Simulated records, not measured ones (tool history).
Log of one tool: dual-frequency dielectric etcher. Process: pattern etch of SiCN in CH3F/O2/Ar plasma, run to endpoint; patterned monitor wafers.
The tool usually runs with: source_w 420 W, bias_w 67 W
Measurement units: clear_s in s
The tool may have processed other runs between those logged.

| run | hour | source_w | bias_w | incoming incoming film thickness, nm | clear_s |
|---|---|---|---|---|---|
| 1 | 0.0 | 420 | 67 | 6.78 | 17.3 |
| 2 | 54.1 | 420 | 67 | 6.82 | 17.5 |
| 3 | 112.9 | 450 | 77 | 6.72 | 15.7 |
|  | 189.9 | wet clean of the chamber |
| 4 | 190.4 | 450 | 77 | 6.78 | 15.8 |
| 5 | 275.0 | 450 | 77 | 6.80 | 15.9 |
| 6 | 319.5 | 460 | 80 | 6.82 | 15.5 |
| 7 | 398.5 | 460 | 80 | 6.81 | 15.5 |
| 8 | 452.2 | 460 | 80 | 6.75 | 15.4 |
| 9 | 528.2 | 420 | 67 | 6.78 | 17.4 |
| 10 | 602.7 | 460 | 67 | 6.80 | 16.7 |
|  | 674.5 | wet clean of the chamber |
| 11 | 675.0 | 460 | 67 | 6.81 | 16.8 |
| 12 | 746.6 | 340 | 63 | 6.81 | 19.5 |
|  | 784.3 | bias power generator calibrated |
| 13 | 843.3 | 370 | 67 | 6.81 | 17.9 |
| 14 | 926.2 | 370 | 67 | 6.84 | 17.9 |
| 15 | 996.3 | 460 | 54 | 6.77 | 17.9 |
|  | 1105.1 | upper electrode replaced |
| 16 | 1105.6 | 420 | 75 | 6.79 | 16.1 |
|  | 1128.5 | source power generator calibrated |
| 17 | 1141.9 | 480 | 53 | 6.81 | 18.1 |

For run 18, what comes out?
| 18 | 1184.2 | 420 | 67 | 6.86 | ? |

clear_s: 17.5 s
Were there no unlogged condition in the tool, this run, its random variation unchanged, would have produced clear_s 17.6 s.
